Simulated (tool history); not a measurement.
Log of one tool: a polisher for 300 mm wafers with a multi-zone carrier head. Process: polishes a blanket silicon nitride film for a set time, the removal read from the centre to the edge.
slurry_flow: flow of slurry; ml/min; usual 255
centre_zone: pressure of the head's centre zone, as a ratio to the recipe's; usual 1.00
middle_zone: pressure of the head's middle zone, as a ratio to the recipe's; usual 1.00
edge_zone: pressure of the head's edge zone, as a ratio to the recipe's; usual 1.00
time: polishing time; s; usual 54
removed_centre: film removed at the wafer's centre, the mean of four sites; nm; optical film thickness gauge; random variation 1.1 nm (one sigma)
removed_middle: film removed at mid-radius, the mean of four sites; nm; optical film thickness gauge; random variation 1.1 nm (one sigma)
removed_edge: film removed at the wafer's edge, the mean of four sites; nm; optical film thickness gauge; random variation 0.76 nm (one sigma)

| run | hour | slurry_flow | centre_zone | middle_zone | edge_zone | time | incoming thickness of the incoming film, nm | removed_centre | removed_middle | removed_edge |
|---|---|---|---|---|---|---|---|---|---|---|
| 1 | 0.0 | 255 | 1.00 | 1.00 | 1.00 | 54 | 929.8 | 109.0 | 124.2 | 118.3 |
|  | 12.4 | centre zone pressure recalibrated |
| 2 | 13.6 | 255 | 1.00 | 1.00 | 1.00 | 54 | 919.5 | 137.7 | 121.9 | 118.1 |
|  | 20.5 | worn pad replaced by a new one |
| 3 | 25.9 | 255 | 1.00 | 1.00 | 1.00 | 54 | 906.2 | 136.7 | 123.0 | 119.6 |
| 4 | 38.5 | 255 | 1.00 | 1.00 | 1.00 | 54 | 923.2 | 136.1 | 121.6 | 119.2 |
| 5 | 49.3 | 255 | 1.00 | 1.00 | 1.00 | 54 | 904.1 | 137.3 | 122.6 | 117.0 |
| 6 | 66.6 | 255 | 1.00 | 1.00 | 1.00 | 54 | 911.8 | 134.8 | 121.5 | 118.9 |
| 7 | 80.3 | 315 | 1.00 | 0.92 | 0.90 | 70 | 922.0 | 180.6 | 148.6 | 146.9 |
|  | 87.0 | centre zone pressure recalibrated, repeated, since the last time left the tool worse |
|  | 93.8 | worn pad replaced by a new one |
| 8 | 94.3 | 255 | 1.00 | 1.00 | 1.00 | 54 | 922.3 | 120.1 | 124.3 | 118.9 |
| 9 | 103.5 | 210 | 1.05 | 0.94 | 1.07 | 54 | 933.9 | 122.8 | 114.7 | 120.7 |
|  | 111.4 | slurry nozzle cleaned |
|  | 112.9 | carrier head's membrane replaced by a new one |
| 10 | 116.0 | 170 | 1.11 | 0.92 | 1.00 | 54 | 917.0 | 124.8 | 111.1 | 117.2 |
| 11 | 135.1 | 255 | 1.00 | 1.00 | 1.00 | 54 | 925.5 | 117.5 | 122.7 | 118.8 |
|  | 143.8 | edge zone pressure recalibrated |
| 12 | 144.3 | 255 | 1.00 | 1.00 | 1.00 | 54 | 924.2 | 119.9 | 123.0 | 118.4 |
| 13 | 150.1 | 300 | 1.00 | 0.90 | 1.00 | 54 | 937.0 | 119.1 | 113.8 | 118.8 |
| 14 | 166.6 | 340 | 1.00 | 1.07 | 0.94 | 46 | 901.3 | 103.2 | 110.7 | 98.1 |
| 15 | 173.1 | 335 | 1.00 | 1.00 | 1.11 | 59 | 932.0 | 130.7 | 137.0 | 136.8 |
|  | 180.6 | worn pad replaced by a new one |
| 16 | 185.7 | 255 | 0.95 | 1.00 | 0.93 | 54 | 928.3 | 111.2 | 121.5 | 115.4 |
| 17 | 191.8 | 255 | 0.93 | 0.89 | 0.88 | 54 | 914.2 | 109.0 | 111.6 | 111.5 |
| 18 | 203.3 | 165 | 1.00 | 1.05 | 0.96 | 65 | 923.4 | 133.8 | 150.3 | 138.0 |
| 19 | 220.9 | 255 | 1.00 | 0.96 | 1.00 | 54 | 928.3 | 115.5 | 118.5 | 118.4 |
| 20 | 228.5 | 255 | 1.00 | 1.00 | 1.00 | 54 | 929.7 | 114.1 | 124.0 | 118.5 |
| 21 | 243.9 | 255 | 1.04 | 0.93 | 1.00 | 54 | 921.5 | 118.6 | 115.9 | 118.8 |
| 22 | 255.1 | 255 | 1.00 | 0.90 | 1.03 | 54 | 922.1 | 113.3 | 110.9 | 119.3 |

Forecast each of these 4 alternatives for the next run:
| A | 255.5 | 255 | 1.00 | 1.00 | 1.00 | 54 | 928.0 | ? | ? | ? |
| B | 255.5 | 255 | 1.05 | 0.90 | 1.00 | 54 | 928.0 | ? | ? | ? |
| C | 255.5 | 185 | 1.00 | 1.00 | 1.04 | 54 | 928.0 | ? | ? | ? |
| D | 255.5 | 290 | 1.00 | 0.89 | 1.10 | 59 | 928.0 | ? | ? | ? |

| run | removed_centre | removed_middle | removed_edge |
|---|---|---|---|
| A | 115.6 | 122.3 | 119.6 |
| B | 121.1 | 112.5 | 119.8 |
| C | 112.7 | 119.6 | 119.9 |
| D | 127.4 | 123.0 | 138.1 |
Without the tool's hidden state the same runs would have given:
| run | removed_centre | removed_middle | removed_edge |
|---|---|---|---|
| A | 119.8 | 122.3 | 119.6 |
| B | 125.5 | 112.5 | 119.8 |
| C | 116.8 | 119.6 | 119.9 |
| D | 132.1 | 122.9 | 138.1 |
